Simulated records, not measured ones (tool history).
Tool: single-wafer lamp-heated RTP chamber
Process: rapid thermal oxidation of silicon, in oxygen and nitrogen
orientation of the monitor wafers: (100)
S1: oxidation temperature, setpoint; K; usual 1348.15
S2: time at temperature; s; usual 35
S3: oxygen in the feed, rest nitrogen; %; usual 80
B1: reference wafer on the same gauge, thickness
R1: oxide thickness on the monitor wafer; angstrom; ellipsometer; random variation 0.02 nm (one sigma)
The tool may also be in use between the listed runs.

run 1 hour=0.0 | S1=1355.15 S2=43 S3=80 | B1=8.169 | R1=84.61
run 2 hour=8.4 | S1=1355.15 S2=43 S3=80 | B1=8.170 | R1=84.53
run 3 hour=17.0 | S1=1355.15 S2=43 S3=80 | B1=8.168 | R1=84.96
run 4 hour=30.5 | S1=1333.15 S2=35 S3=93 | B1=8.171 | R1=70.95
-- hour=31.7 gauge calibrated
run 5 hour=37.9 | S1=1333.15 S2=35 S3=93 | B1=8.172 | R1=71.22
run 6 hour=53.6 | S1=1333.15 S2=35 S3=93 | B1=8.169 | R1=70.59
run 7 hour=107.3 | S1=1348.15 S2=35 S3=73 | B1=8.166 | R1=71.93
run 8 hour=117.3 | S1=1348.15 S2=35 S3=62 | B1=8.168 | R1=67.93
run 9 hour=134.7 | S1=1348.15 S2=35 S3=62 | B1=8.168 | R1=68.26
run 10 hour=144.9 | S1=1348.15 S2=35 S3=62 | B1=8.173 | R1=68.53
run 11 hour=152.6 | S1=1348.15 S2=35 S3=80 | B1=8.170 | R1=74.80
-- hour=177.4 oxygen flow controller replaced
run 12 hour=180.6 | S1=1348.15 S2=35 S3=80 | B1=8.175 | R1=74.77
run 13 hour=190.9 | S1=1348.15 S2=35 S3=80 | B1=8.169 | R1=75.19
run 14 hour=208.1 | S1=1348.15 S2=35 S3=65 | B1=8.169 | R1=70.08
run 15 hour=252.4 | S1=1348.15 S2=35 S3=65 | B1=8.166 | R1=69.83
run 16 hour=259.9 | S1=1348.15 S2=35 S3=65 | B1=8.168 | R1=70.11
run 17 hour=299.6 | S1=1333.15 S2=29 S3=98 | B1=8.168 | R1=67.82
run 18 hour=305.8 | S1=1348.15 S2=39 S3=98 | B1=8.168 | R1=85.39
-- hour=319.9 pyrometer window cleaned and pyrometer calibrated
run 19 hour=320.4 | S1=1371.15 S2=35 S3=98 | B1=8.173 | R1=92.02
run 20 hour=323.2 | S1=1330.15 S2=45 S3=80 | B1=8.171 | R1=73.01
run 21 hour=337.1 | S1=1348.15 S2=35 S3=80 | B1=8.168 | R1=73.98
run 22 hour=358.4 | S1=1333.15 S2=22 S3=98 | B1=8.174 | R1=59.44
-- hour=358.5 gauge calibrated
run 23 hour=369.7 | S1=1327.15 S2=35 S3=96 | B1=8.169 | R1=69.01
run 24 hour=380.1 | S1=1358.15 S2=50 S3=80 | B1=8.171 | R1=92.26
run 25 hour=390.1 | S1=1324.15 S2=22 S3=92 | B1=8.171 | R1=54.69
run 26 hour=402.0 | S1=1329.15 S2=35 S3=80 | B1=8.169 | R1=65.15
run 27 hour=415.2 | S1=1348.15 S2=35 S3=80 | B1=8.168 | R1=74.47
run 28 hour=423.0 | S1=1348.15 S2=35 S3=80 | B1=8.173 | R1=74.55
run 29 hour=435.8 | S1=1366.15 S2=50 S3=80 | B1=8.171 | R1=97.48
run 30 hour=442.0 | S1=1325.15 S2=41 S3=69 | B1=8.172 | R1=65.31
run 31 hour=455.3 | S1=1348.15 S2=35 S3=80 | B1=8.173 | R1=74.55
run 32 hour=463.4 | S1=1367.15 S2=35 S3=80 | B1=8.170 | R1=84.22

Forecast each of these 4 alternatives for the next run:
run A hour=463.8 | S1=1348.15 S2=35 S3=72 | B1=? | R1=?
run B hour=463.8 | S1=1318.15 S2=35 S3=80 | B1=? | R1=?
run C hour=463.8 | S1=1332.15 S2=35 S3=98 | B1=? | R1=?
run D hour=463.8 | S1=1348.15 S2=50 S3=72 | B1=? | R1=?

run=A B1=8.174 R1=71.86
run=B B1=8.174 R1=61.03
run=C B1=8.174 R1=72.07
run=D B1=8.174 R1=83.94
Without the tool's hidden state the same runs would have given:
run=A R1=70.98
run=B R1=60.25
run=C R1=71.16
run=D R1=82.90
